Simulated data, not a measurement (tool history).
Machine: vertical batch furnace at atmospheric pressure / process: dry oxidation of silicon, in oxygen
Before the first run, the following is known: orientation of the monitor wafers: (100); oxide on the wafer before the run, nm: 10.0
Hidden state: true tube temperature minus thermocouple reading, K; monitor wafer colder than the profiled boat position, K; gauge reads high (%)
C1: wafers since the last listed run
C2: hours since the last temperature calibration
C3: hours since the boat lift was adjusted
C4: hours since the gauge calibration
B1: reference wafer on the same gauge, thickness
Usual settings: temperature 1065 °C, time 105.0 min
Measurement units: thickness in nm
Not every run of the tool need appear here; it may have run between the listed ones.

run 1 hour=0.0 | temperature=1065 time=93.5 | C1=0 C2=2928.2 C3=1527.7 C4=584.6 | B1=102.92 | thickness=119.01
run 2 hour=99.7 | temperature=1065 time=105.0 | C1=1043 C2=3027.9 C3=1627.4 C4=684.3 | B1=103.06 | thickness=127.61
run 3 hour=199.3 | temperature=1065 time=105.0 | C1=1042 C2=3127.5 C3=1727.0 C4=783.9 | B1=103.03 | thickness=126.48
run 4 hour=272.3 | temperature=1065 time=105.0 | C1=764 C2=3200.5 C3=1800.0 C4=856.9 | B1=102.98 | thickness=126.53
run 5 hour=375.2 | temperature=1065 time=105.0 | C1=1077 C2=3303.4 C3=1902.9 C4=959.8 | B1=102.76 | thickness=125.13
run 6 hour=456.1 | temperature=1065 time=105.0 | C1=846 C2=3384.3 C3=1983.8 C4=1040.7 | B1=103.22 | thickness=126.88
run 7 hour=502.0 | temperature=1058 time=75.0 | C1=480 C2=3430.2 C3=2029.7 C4=1086.6 | B1=103.01 | thickness=97.46
run 8 hour=567.5 | temperature=1058 time=75.0 | C1=685 C2=3495.7 C3=2095.2 C4=1152.1 | B1=102.93 | thickness=96.62
run 9 hour=664.0 | temperature=1058 time=75.0 | C1=1010 C2=3592.2 C3=2191.7 C4=1248.6 | B1=102.64 | thickness=96.75
run 10 hour=710.4 | temperature=1055 time=86.5 | C1=485 C2=3638.6 C3=2238.1 C4=1295.0 | B1=103.04 | thickness=103.72
-- hour=778.0 boat lift adjusted
run 11 hour=789.2 | temperature=1055 time=86.5 | C1=573 C2=3717.4 C3=11.2 C4=1373.8 | B1=102.87 | thickness=107.85
run 12 hour=857.8 | temperature=1065 time=105.0 | C1=718 C2=3786.0 C3=79.8 C4=1442.4 | B1=102.87 | thickness=132.44
run 13 hour=940.7 | temperature=1065 time=130.5 | C1=867 C2=3868.9 C3=162.7 C4=1525.3 | B1=103.02 | thickness=151.32
run 14 hour=1020.9 | temperature=1065 time=130.5 | C1=839 C2=3949.1 C3=242.9 C4=1605.5 | B1=102.94 | thickness=150.76
run 15 hour=1074.4 | temperature=1065 time=130.5 | C1=559 C2=4002.6 C3=296.4 C4=1659.0 | B1=103.34 | thickness=150.99
run 16 hour=1157.0 | temperature=1065 time=105.0 | C1=864 C2=4085.2 C3=379.0 C4=1741.6 | B1=102.93 | thickness=132.95
run 17 hour=1234.2 | temperature=1051 time=105.0 | C1=808 C2=4162.4 C3=456.2 C4=1818.8 | B1=102.81 | thickness=119.85
run 18 hour=1279.0 | temperature=1050 time=133.0 | C1=468 C2=4207.2 C3=501.0 C4=1863.6 | B1=102.96 | thickness=137.71
run 19 hour=1385.9 | temperature=1065 time=105.0 | C1=1118 C2=4314.1 C3=607.9 C4=1970.5 | B1=103.12 | thickness=131.45
run 20 hour=1450.4 | temperature=1065 time=139.0 | C1=675 C2=4378.6 C3=672.4 C4=2035.0 | B1=103.23 | thickness=157.74
run 21 hour=1492.9 | temperature=1086 time=141.0 | C1=444 C2=4421.1 C3=714.9 C4=2077.5 | B1=102.81 | thickness=184.76
run 22 hour=1574.8 | temperature=1053 time=60.5 | C1=857 C2=4503.0 C3=796.8 C4=2159.4 | B1=103.13 | thickness=86.17
run 23 hour=1615.3 | temperature=1041 time=60.0 | C1=423 C2=4543.5 C3=837.3 C4=2199.9 | B1=102.91 | thickness=76.46
run 24 hour=1704.9 | temperature=1076 time=70.0 | C1=937 C2=4633.1 C3=926.9 C4=2289.5 | B1=102.84 | thickness=111.22

Run 25, settings as shown, results not yet in. Your forecast:
run 25 hour=1748.9 | temperature=1065 time=105.0 | C1=460 C2=4677.1 C3=970.9 C4=2333.5 | B1=? | thickness=?

B1: 103.18
thickness: 132.29 nm
On a tool with no hidden condition, and with the same random variation, this run would have come out at thickness 127.75 nm.
